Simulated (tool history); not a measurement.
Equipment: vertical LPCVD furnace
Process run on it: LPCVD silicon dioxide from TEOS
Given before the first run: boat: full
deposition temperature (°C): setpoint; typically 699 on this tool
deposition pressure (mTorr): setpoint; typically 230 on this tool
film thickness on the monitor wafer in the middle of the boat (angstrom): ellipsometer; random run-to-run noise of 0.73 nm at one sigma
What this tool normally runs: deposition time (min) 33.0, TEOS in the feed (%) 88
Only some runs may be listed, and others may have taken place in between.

run   hour  deposition temperature (°C)  deposition pressure (mTorr)  deposition time (min)  TEOS in the feed (%)  wafers since the last listed run  hours since the last temperature calibration  hours since the pressure gauge was zeroed  hours since the TEOS flow controller was replaced  hours since the gauge calibration  read-back reference wafer on the same gauge, thickness  film thickness on the monitor wafer in the middle of the boat (angstrom)
  1    0.0                          699                          230                   33.0                    88                                 0                                        4608.1                                     4620.3                                             2943.4                              101.3                                                  213.10                                                                    2241.1
  2   15.4                          699                          230                   33.0                    88                               287                                        4623.5                                     4635.7                                             2958.8                              116.7                                                  212.92                                                                    2253.5
  3   32.4                          708                          230                   33.0                    88                               317                                        4640.5                                     4652.7                                             2975.8                              133.7                                                  213.18                                                                    2771.0
  4   48.9                          699                          230                   33.0                    88                               308                                        4657.0                                     4669.2                                             2992.3                              150.2                                                  212.93                                                                    2244.7
  5   60.0                          699                          230                   33.0                    88                               207                                        4668.1                                     4680.3                                             3003.4                              161.3                                                  213.12                                                                    2261.8
  6   75.5                          699                          230                   33.0                    88                               289                                        4683.6                                     4695.8                                             3018.9                              176.8                                                  213.00                                                                    2251.9
  7   84.2                          699                          230                   33.0                    88                               162                                        4692.3                                     4704.5                                             3027.6                              185.5                                                  212.92                                                                    2265.2
  8   91.7                          699                          215                   33.0                    88                               140                                        4699.8                                     4712.0                                             3035.1                              193.0                                                  213.04                                                                    2178.5
  9  107.6                          699                          215                   33.0                    88                               296                                        4715.7                                     4727.9                                             3051.0                              208.9                                                  212.85                                                                    2196.4
     107.8  -- gauge calibrated
 10  119.8                          699                          215                   33.0                    88                               227                                        4727.9                                     4740.1                                             3063.2                               12.0                                                  212.96                                                                    2171.2
 11  137.7                          699                          230                   36.0                    88                               334                                        4745.8                                     4758.0                                             3081.1                               29.9                                                  213.20                                                                    2458.6
 12  150.1                          699                          230                   36.0                    88                               231                                        4758.2                                     4770.4                                             3093.5                               42.3                                                  212.97                                                                    2464.0
 13  156.8                          699                          230                   33.0                    88                               125                                        4764.9                                     4777.1                                             3100.2                               49.0                                                  213.00                                                                    2269.9
 14  163.7                          690                          230                   26.0                    88                               128                                        4771.8                                     4784.0                                             3107.1                               55.9                                                  212.92                                                                    1437.1
     195.6  -- pressure gauge zeroed
     201.7  -- thermocouples replaced and temperature profile calibrated
     221.0  -- TEOS flow controller replaced
 15  221.5                          699                          230                   42.0                    88                               157                                          19.8                                       25.9                                                0.5                              113.7                                                  213.05                                                                    2878.1
 16  225.9                          699                          230                   33.0                    88                                82                                          24.2                                       30.3                                                4.9                              118.1                                                  213.16                                                                    2247.0
 17  230.2                          702                          230                   33.0                    97                                80                                          28.5                                       34.6                                                9.2                              122.4                                                  213.03                                                                    2542.0
 18  234.6                          708                          180                   33.0                    94                                82                                          32.9                                       39.0                                               13.6                              126.8                                                  213.05                                                                    2537.6
 19  238.9                          699                          230                   27.5                    83                                80                                          37.2                                       43.3                                               17.9                              131.1                                                  213.06                                                                    1822.2
 20  244.5                          699                          260                   29.0                    88                               104                                          42.8                                       48.9                                               23.5                              136.7                                                  213.07                                                                    2103.5
 21  258.4                          699                          270                   33.0                    88                               259                                          56.7                                       62.8                                               37.4                              150.6                                                  213.04                                                                    2450.0
 22  272.5                          699                          230                   33.0                    88                               263                                          70.8                                       76.9                                               51.5                              164.7                                                  213.09                                                                    2265.5
 23  285.5                          699                          180                   33.0                    71                               242                                          83.8                                       89.9                                               64.5                              177.7                                                  212.95                                                                    1787.6
 24  299.6                          708                          175                   38.5                    79                               263                                          97.9                                      104.0                                               78.6                              191.8                                                  213.06                                                                    2675.1

How the hidden state differs across the entries between the runs, from the last listed run before each to the first after it:
Logged between run 9 and run 10: gauge calibrated (hour 107.8)
  the hidden state is the same at both runs
Logged between run 14 and run 15: pressure gauge zeroed (hour 195.6); thermocouples replaced and temperature profile calibrated (hour 201.7); TEOS flow controller replaced (hour 221.0)
  the hidden state is the same at both runs
